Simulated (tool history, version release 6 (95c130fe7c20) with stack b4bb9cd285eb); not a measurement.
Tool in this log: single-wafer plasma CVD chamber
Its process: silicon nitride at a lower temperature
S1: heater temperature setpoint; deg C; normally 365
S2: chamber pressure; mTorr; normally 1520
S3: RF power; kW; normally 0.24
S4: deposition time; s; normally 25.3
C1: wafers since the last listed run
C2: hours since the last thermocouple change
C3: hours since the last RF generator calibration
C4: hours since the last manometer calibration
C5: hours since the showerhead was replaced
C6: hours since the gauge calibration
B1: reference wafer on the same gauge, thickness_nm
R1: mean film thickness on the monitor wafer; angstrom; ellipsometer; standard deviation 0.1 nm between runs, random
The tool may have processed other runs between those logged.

run,hour,S1,S2,S3,S4,C1,C2,C3,C4,C5,C6,B1,R1
1,0,365,1400,0.24,25.3,0,1063.3,1218.2,1254.1,6127.1,150.3,22.698,257.51
2,35.9,365,1400,0.24,25.3,512,1099.2,1254.1,1290,6163,186.2,22.622,255.69
3,64.7,365,1520,0.24,25.3,410,1128,1282.9,1318.8,6191.8,215,22.63,260.74
4,92.7,365,1520,0.24,25.3,399,1156,1310.9,1346.8,6219.8,243,22.578,260.95
5,127.7,365,1520,0.24,23.8,499,1191,1345.9,1381.8,6254.8,278,22.545,244.51
6,155,365,1520,0.24,25.3,389,1218.3,1373.2,1409.1,6282.1,305.3,22.484,259.7
7,179.6,365,1520,0.24,25.3,350,1242.9,1397.8,1433.7,6306.7,329.9,22.436,259.49
8,205.6,361,1520,0.24,21.3,370,1268.9,1423.8,1459.7,6332.7,355.9,22.414,216.78
# hour 208.4: gauge calibrated
# hour 223.5: capacitance manometer re-zeroed and calibrated
# hour 230.7: showerhead replaced
# hour 231: thermocouple changed; heater temperature recalibrated
# hour 236.9: RF generator calibrated
9,237.4,356,1790,0.28,30.1,147,6.4,0.5,13.9,6.7,29,22.69,370.19
10,257,365,1710,0.195,25.3,279,26,20.1,33.5,26.3,48.6,22.702,221.32
11,281.7,365,1520,0.24,25.3,352,50.7,44.8,58.2,51,73.3,22.676,260.51
12,311.9,361,1200,0.27,28.6,430,80.9,75,88.4,81.2,103.5,22.678,309.05
13,335.9,365,1520,0.24,25.3,342,104.9,99,112.4,105.2,127.5,22.597,260.89
14,355.3,359,1520,0.24,25.3,276,124.3,118.4,131.8,124.6,146.9,22.641,260.93
15,383.1,365,1520,0.24,23.8,396,152.1,146.2,159.6,152.4,174.7,22.597,246.18
16,396.1,365,1620,0.225,25.3,185,165.1,159.2,172.6,165.4,187.7,22.568,250.81

Here are 3 independent what-if runs from the current tool condition. What would each one return?
A,396.5,365,1520,0.24,21.7,5,165.5,159.6,173,165.8,188.1,?,?
B,396.5,365,1520,0.255,25.3,5,165.5,159.6,173,165.8,188.1,?,?
C,396.5,359,1520,0.2,20.3,5,165.5,159.6,173,165.8,188.1,?,?

run,B1,R1
A,22.58,223.89
B,22.58,274.92
C,22.58,177.52
Without the tool's hidden state the same runs would have given:
run,R1
A,224.92
B,276.19
C,178.34
